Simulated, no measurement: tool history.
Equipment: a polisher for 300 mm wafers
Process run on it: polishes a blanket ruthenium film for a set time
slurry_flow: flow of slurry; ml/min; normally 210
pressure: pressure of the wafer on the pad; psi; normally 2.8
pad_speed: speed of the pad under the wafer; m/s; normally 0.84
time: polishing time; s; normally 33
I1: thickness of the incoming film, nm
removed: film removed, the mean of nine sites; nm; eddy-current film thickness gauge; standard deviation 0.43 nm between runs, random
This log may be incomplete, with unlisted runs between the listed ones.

Run 1, day 0: usual settings but pad_speed 0.94 m/s; I1 396.7. Result: removed 40.8 nm.
At day 1.95: head pressure recalibrated.
Run 2, day 2.142: usual settings; I1 394.7. Result: removed 35.9 nm.
Run 3, day 4.029: usual settings; I1 396.4. Result: removed 36 nm.
Run 4, day 7.208: usual settings; I1 401.4. Result: removed 35.6 nm.
Run 5, day 11.288: usual settings but time 40 s; I1 400.5. Result: removed 43.9 nm.
At day 12.058: slurry nozzle cleaned.
At day 14.325: worn pad replaced by a new one.
Run 6, day 15.288: usual settings but time 40 s; I1 403.3. Result: removed 43.6 nm.
Run 7, day 18.062: usual settings but time 40 s; I1 402. Result: removed 43.5 nm.
Run 8, day 22.317: usual settings but pressure 2.2 psi; I1 401.2. Result: removed 29.4 nm.
At day 22.542: head pressure recalibrated.
Run 9, day 24.729: usual settings but time 28 s; I1 395.7. Result: removed 31 nm.
At day 33.212: slurry nozzle cleaned.
Run 10, day 33.688: usual settings but time 28 s; I1 408.7. Result: removed 30.6 nm.
At day 35.696: worn pad replaced by a new one.
Run 11, day 37.225: usual settings but pressure 2.4 psi; I1 401.9. Result: removed 31.8 nm.
Run 12, day 40.312: usual settings but time 26 s; I1 397.3. Result: removed 28.8 nm.
At day 42.538: head pressure recalibrated.
Run 13, day 42.708: usual settings but time 26 s; I1 398.7. Result: removed 29.1 nm.
Run 14, day 46.754: usual settings; I1 402.5. Result: removed 36.6 nm.
At day 55.421: worn pad replaced by a new one.
At day 55.712: slurry nozzle cleaned.
Run 15, day 59.242: usual settings; I1 394.8. Result: removed 35.7 nm.
Run 16, day 62.55: usual settings; I1 398.3. Result: removed 36.3 nm.
At day 64.362: head pressure recalibrated.
Run 17, day 64.992: usual settings; I1 398. Result: removed 36.5 nm.
Run 18, day 69.242: usual settings; I1 397.2. Result: removed 36 nm.
Run 19, day 72.304: usual settings; I1 400.5. Result: removed 36.5 nm.
Run 20, day 74.138: usual settings; I1 393.7. Result: removed 36.1 nm.
At day 76.883: worn pad replaced by a new one.
Run 21, day 77.35: usual settings but pad_speed 0.76 m/s; I1 403.1. Result: removed 32.2 nm.
At day 77.933: slurry nozzle cleaned.
Run 22, day 78.888: usual settings but slurry_flow 160 ml/min, pressure 3.3 psi, pad_speed 1.04 m/s, time 30 s; I1 402.1. Result: removed 45.7 nm.
Run 23, day 80.842: usual settings but slurry_flow 140 ml/min, pressure 3.6 psi, pad_speed 0.94 m/s, time 25 s; I1 396.5. Result: removed 36.6 nm.
Run 24, day 84.512: usual settings but pad_speed 0.74 m/s, time 23 s; I1 405.1. Result: removed 22.1 nm.
Run 25, day 86.446: usual settings; I1 399.4. Result: removed 36.7 nm.
At day 87.425: head pressure recalibrated.
Run 26, day 89.4: usual settings but slurry_flow 280 ml/min, pressure 2.5 psi, pad_speed 1.02 m/s, time 42 s; I1 396.9. Result: removed 51.6 nm.
Run 27, day 91.967: usual settings but slurry_flow 190 ml/min, pad_speed 1.04 m/s; I1 398.6. Result: removed 44.6 nm.
Run 28, day 95.629: usual settings but pressure 2.1 psi, pad_speed 0.96 m/s, time 42 s; I1 399.1. Result: removed 42.1 nm.
Run 29, day 98.412: usual settings but slurry_flow 250 ml/min, pressure 2.2 psi, pad_speed 0.96 m/s, time 25 s; I1 401. Result: removed 26.3 nm.
At day 98.629: worn pad replaced by a new one.
Run 30, day 100.462: usual settings but slurry_flow 260 ml/min, pressure 3.5 psi, pad_speed 0.58 m/s, time 38 s; I1 399.1. Result: removed 35.6 nm.
At day 101.812: slurry nozzle cleaned.
Run 31, day 102.025: usual settings but pressure 3.4 psi, pad_speed 0.94 m/s; I1 402.4. Result: removed 47.8 nm.
Run 32, day 105.292: usual settings but pressure 2.2 psi, pad_speed 0.6 m/s, time 45 s; I1 407.4. Result: removed 28.8 nm.
At day 107.183: head pressure recalibrated.
Run 33, day 107.204: usual settings but slurry_flow 160 ml/min, pad_speed 1.08 m/s; I1 396.8. Result: removed 44.3 nm.

4 options for the next run, each taken on its own from the tool as it stands now. Forecast them:
Run A, day 107.221: usual settings but pad_speed 0.7 m/s; I1 399.6. Result: removed ?.
Run B, day 107.221: usual settings but pad_speed 1.12 m/s; I1 399.6. Result: removed ?.
Run C, day 107.221: usual settings but slurry_flow 170 ml/min, pressure 3.1 psi, pad_speed 0.94 m/s, time 26 s; I1 399.6. Result: removed ?.
Run D, day 107.221: usual settings but time 22 s; I1 399.6. Result: removed ?.

run  removed
  A     30.1
  B     48.2
  C     33.9
  D     24.1
Had the tool no hidden state, the same runs would have come out as:
run  removed
  A     30.1
  B     48.2
  C     33.9
  D     24.1

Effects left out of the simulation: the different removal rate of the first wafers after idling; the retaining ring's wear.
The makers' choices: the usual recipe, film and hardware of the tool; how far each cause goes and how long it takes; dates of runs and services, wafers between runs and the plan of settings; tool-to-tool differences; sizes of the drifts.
